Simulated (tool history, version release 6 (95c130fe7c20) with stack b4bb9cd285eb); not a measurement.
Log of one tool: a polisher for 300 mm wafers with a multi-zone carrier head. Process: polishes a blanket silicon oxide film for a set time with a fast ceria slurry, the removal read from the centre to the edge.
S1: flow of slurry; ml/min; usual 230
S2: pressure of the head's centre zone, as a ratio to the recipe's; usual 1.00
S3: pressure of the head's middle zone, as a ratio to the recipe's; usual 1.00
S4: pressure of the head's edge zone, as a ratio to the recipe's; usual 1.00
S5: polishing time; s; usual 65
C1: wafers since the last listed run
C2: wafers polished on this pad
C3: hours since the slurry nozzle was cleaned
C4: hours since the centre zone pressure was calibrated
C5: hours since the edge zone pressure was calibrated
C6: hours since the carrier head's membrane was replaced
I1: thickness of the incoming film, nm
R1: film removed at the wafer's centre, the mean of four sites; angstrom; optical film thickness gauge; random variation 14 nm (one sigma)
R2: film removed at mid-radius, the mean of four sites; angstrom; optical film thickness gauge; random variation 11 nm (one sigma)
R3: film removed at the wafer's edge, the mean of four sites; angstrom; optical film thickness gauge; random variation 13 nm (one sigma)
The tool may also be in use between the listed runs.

run 1 hour=0.0 | S1=230 S2=1.00 S3=1.00 S4=1.00 S5=65 | C1=0 C2=768 C3=201.0 C4=1009.1 C5=608.5 C6=1381.7 | I1=3705.1 | R1=9032 R2=10148 R3=10497
run 2 hour=35.4 | S1=230 S2=1.00 S3=1.00 S4=1.00 S5=65 | C1=351 C2=1119 C3=236.4 C4=1044.5 C5=643.9 C6=1417.1 | I1=3679.5 | R1=8697 R2=9918 R3=10173
-- hour=68.1 worn pad replaced by a new one
run 3 hour=90.8 | S1=230 S2=1.00 S3=1.00 S4=1.00 S5=65 | C1=509 C2=224 C3=291.8 C4=1099.9 C5=699.3 C6=1472.5 | I1=3636.5 | R1=9118 R2=10275 R3=11033
run 4 hour=116.7 | S1=230 S2=1.00 S3=1.00 S4=1.00 S5=65 | C1=256 C2=481 C3=317.7 C4=1125.8 C5=725.2 C6=1498.4 | I1=3699.6 | R1=8936 R2=10381 R3=10714
-- hour=125.2 slurry nozzle cleaned
run 5 hour=167.2 | S1=230 S2=1.00 S3=1.00 S4=1.00 S5=65 | C1=491 C2=972 C3=42.0 C4=1176.3 C5=775.7 C6=1548.9 | I1=3705.0 | R1=8721 R2=10137 R3=10419
-- hour=202.8 carrier head's membrane replaced by a new one
-- hour=213.9 worn pad replaced by a new one
run 6 hour=214.4 | S1=230 S2=1.00 S3=1.00 S4=1.00 S5=65 | C1=378 C2=5 C3=89.2 C4=1223.5 C5=822.9 C6=11.6 | I1=3642.5 | R1=9431 R2=10735 R3=11246
-- hour=284.7 centre zone pressure recalibrated
run 7 hour=285.5 | S1=230 S2=1.00 S3=0.96 S4=1.00 S5=65 | C1=685 C2=690 C3=160.3 C4=0.8 C5=894.0 C6=82.7 | I1=3634.6 | R1=9793 R2=9960 R3=10487
-- hour=307.5 edge zone pressure recalibrated
-- hour=335.3 worn pad replaced by a new one
run 8 hour=355.6 | S1=230 S2=1.00 S3=1.00 S4=1.00 S5=65 | C1=635 C2=201 C3=230.4 C4=70.9 C5=48.1 C6=152.8 | I1=3618.5 | R1=9851 R2=10345 R3=10768
run 9 hour=415.3 | S1=150 S2=1.00 S3=1.00 S4=1.12 S5=65 | C1=592 C2=794 C3=290.1 C4=130.6 C5=107.8 C6=212.5 | I1=3731.1 | R1=8684 R2=9447 R3=10369
run 10 hour=454.9 | S1=230 S2=1.00 S3=1.00 S4=1.00 S5=65 | C1=392 C2=1186 C3=329.7 C4=170.2 C5=147.4 C6=252.1 | I1=3638.4 | R1=9406 R2=10026 R3=10306
-- hour=485.7 slurry nozzle cleaned
-- hour=486.7 worn pad replaced by a new one
run 11 hour=501.0 | S1=300 S2=0.95 S3=0.96 S4=1.00 S5=86 | C1=437 C2=141 C3=15.3 C4=216.3 C5=193.5 C6=298.2 | I1=3694.5 | R1=12623 R2=14126 R3=14851
run 12 hour=533.2 | S1=230 S2=0.96 S3=1.00 S4=1.00 S5=65 | C1=319 C2=461 C3=47.5 C4=248.5 C5=225.7 C6=330.4 | I1=3679.7 | R1=8939 R2=10232 R3=10557
run 13 hour=599.2 | S1=230 S2=1.00 S3=1.00 S4=1.00 S5=57 | C1=654 C2=1116 C3=113.5 C4=314.5 C5=291.7 C6=396.4 | I1=3646.5 | R1=7845 R2=8835 R3=9098
-- hour=615.0 worn pad replaced by a new one
run 14 hour=651.2 | S1=230 S2=0.93 S3=1.00 S4=1.00 S5=65 | C1=476 C2=359 C3=165.5 C4=366.5 C5=343.7 C6=448.4 | I1=3643.7 | R1=8589 R2=10340 R3=10490

3 ways to go on from here, each from the tool as it stands after run 14. What would each give?
run A hour=651.6 | S1=230 S2=1.00 S3=1.08 S4=1.00 S5=65 | C1=3 C2=363 C3=165.9 C4=366.9 C5=344.1 C6=448.8 | I1=3607.1 | R1=? R2=? R3=?
run B hour=651.6 | S1=230 S2=0.89 S3=1.00 S4=1.10 S5=65 | C1=3 C2=363 C3=165.9 C4=366.9 C5=344.1 C6=448.8 | I1=3607.1 | R1=? R2=? R3=?
run C hour=651.6 | S1=230 S2=1.00 S3=1.00 S4=1.10 S5=47 | C1=3 C2=363 C3=165.9 C4=366.9 C5=344.1 C6=448.8 | I1=3607.1 | R1=? R2=? R3=?

run=A R1=9153 R2=10808 R3=10453
run=B R1=8125 R2=10358 R3=10965
run=C R1=6616 R2=7486 R3=7928
Without the tool's hidden state the same runs would have given:
run=A R1=10819 R2=11383 R3=11016
run=B R1=9616 R2=10910 R3=11555
run=C R1=7820 R2=7884 R3=8355
